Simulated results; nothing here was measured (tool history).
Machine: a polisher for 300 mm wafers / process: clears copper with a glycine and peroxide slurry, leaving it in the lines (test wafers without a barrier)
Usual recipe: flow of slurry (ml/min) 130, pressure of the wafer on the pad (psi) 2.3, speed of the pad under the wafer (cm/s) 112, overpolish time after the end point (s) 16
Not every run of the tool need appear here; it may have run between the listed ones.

| run | hour | flow of slurry (ml/min) | pressure of the wafer on the pad (psi) | speed of the pad under the wafer (cm/s) | overpolish time after the end point (s) | incoming thickness of the incoming film, nm | time until the end point was called (s) | dishing of a wide line in a test structure (nm) |
|---|---|---|---|---|---|---|---|---|
| 1 | 0.0 | 130 | 2.3 | 112 | 16 | 837.0 | 144.6 | 54.7 |
| 2 | 95.5 | 130 | 2.3 | 112 | 16 | 840.6 | 143.1 | 56.7 |
|  | 149.1 | worn pad replaced by a new one |
| 3 | 188.1 | 130 | 2.3 | 112 | 16 | 851.4 | 141.4 | 58.1 |
| 4 | 256.4 | 130 | 2.3 | 112 | 16 | 845.4 | 142.0 | 56.4 |
| 5 | 317.5 | 130 | 2.3 | 112 | 16 | 834.2 | 141.8 | 58.5 |
| 6 | 355.7 | 130 | 2.3 | 86 | 16 | 824.8 | 174.6 | 51.8 |
| 7 | 442.5 | 130 | 2.3 | 86 | 16 | 834.3 | 171.8 | 50.8 |
|  | 454.9 | head pressure recalibrated |
| 8 | 514.7 | 130 | 2.3 | 86 | 16 | 829.4 | 174.8 | 46.8 |
| 9 | 565.8 | 170 | 2.3 | 112 | 24 | 830.5 | 139.4 | 80.5 |
|  | 607.9 | slurry nozzle cleaned |
| 10 | 617.1 | 130 | 2.3 | 112 | 16 | 824.4 | 141.4 | 57.6 |
| 11 | 682.7 | 130 | 2.3 | 112 | 16 | 824.4 | 139.4 | 57.1 |
| 12 | 785.0 | 160 | 2.9 | 124 | 7 | 841.3 | 109.6 | 34.0 |
|  | 796.9 | worn pad replaced by a new one |
| 13 | 835.6 | 130 | 2.3 | 112 | 16 | 844.0 | 139.8 | 59.4 |
| 14 | 908.0 | 90 | 2.3 | 112 | 16 | 834.3 | 156.5 | 54.3 |
| 15 | 996.9 | 130 | 2.3 | 112 | 16 | 832.5 | 139.2 | 60.2 |
| 16 | 1094.8 | 130 | 2.3 | 112 | 9 | 849.7 | 141.5 | 38.4 |
| 17 | 1180.2 | 130 | 2.9 | 112 | 16 | 846.0 | 119.6 | 70.3 |
| 18 | 1216.6 | 130 | 2.3 | 112 | 16 | 850.6 | 138.4 | 61.6 |
|  | 1313.9 | head pressure recalibrated |
|  | 1377.1 | slurry nozzle cleaned |
| 19 | 1390.9 | 130 | 2.3 | 136 | 16 | 847.4 | 122.1 | 64.0 |
|  | 1443.3 | worn pad replaced by a new one |
| 20 | 1443.8 | 130 | 2.3 | 112 | 16 | 827.3 | 142.3 | 58.7 |
| 21 | 1500.6 | 130 | 1.8 | 148 | 22 | 839.9 | 131.7 | 77.9 |
| 22 | 1582.3 | 130 | 2.3 | 112 | 16 | 834.8 | 143.7 | 58.2 |
| 23 | 1631.8 | 130 | 2.3 | 80 | 16 | 820.4 | 184.2 | 48.5 |
| 24 | 1712.6 | 85 | 2.1 | 112 | 16 | 827.9 | 161.1 | 51.7 |
| 25 | 1752.6 | 130 | 2.1 | 100 | 6 | 832.6 | 163.9 | 21.6 |
| 26 | 1843.4 | 130 | 2.3 | 112 | 16 | 841.2 | 141.7 | 58.7 |
| 27 | 1949.7 | 130 | 1.7 | 112 | 16 | 841.3 | 166.8 | 50.3 |
| 28 | 2003.4 | 130 | 1.9 | 112 | 16 | 849.0 | 154.2 | 53.6 |
| 29 | 2041.4 | 130 | 2.3 | 84 | 16 | 842.5 | 174.9 | 48.6 |
|  | 2075.9 | worn pad replaced by a new one |
|  | 2107.8 | head pressure recalibrated |
| 30 | 2122.8 | 130 | 2.3 | 112 | 16 | 841.9 | 143.1 | 57.1 |
|  | 2144.7 | slurry nozzle cleaned |
| 31 | 2162.0 | 90 | 1.7 | 82 | 8 | 838.3 | 225.4 | 20.4 |
| 32 | 2233.9 | 130 | 2.3 | 112 | 12 | 821.7 | 137.7 | 47.1 |
| 33 | 2284.5 | 170 | 2.3 | 112 | 21 | 839.6 | 140.3 | 74.7 |

Predict each of these 5 candidate next runs independently; none follows another, all start after run 33:
| A | 2285.0 | 130 | 2.3 | 112 | 16 | 831.8 | ? | ? |
| B | 2285.0 | 130 | 2.3 | 126 | 16 | 831.8 | ? | ? |
| C | 2285.0 | 145 | 1.8 | 112 | 16 | 831.8 | ? | ? |
| D | 2285.0 | 130 | 2.0 | 112 | 21 | 831.8 | ? | ? |
| E | 2285.0 | 165 | 2.3 | 140 | 16 | 831.8 | ? | ? |

| run | time until the end point was called (s) | dishing of a wide line in a test structure (nm) |
|---|---|---|
| A | 143.0 | 58.5 |
| B | 129.8 | 63.2 |
| C | 159.4 | 53.0 |
| D | 154.1 | 68.4 |
| E | 114.1 | 69.9 |
Had the tool no hidden state, the same runs would have come out as:
| run | time until the end point was called (s) | dishing of a wide line in a test structure (nm) |
|---|---|---|
| A | 142.9 | 58.5 |
| B | 129.7 | 63.2 |
| C | 159.2 | 53.0 |
| D | 154.0 | 68.5 |
| E | 114.0 | 70.0 |
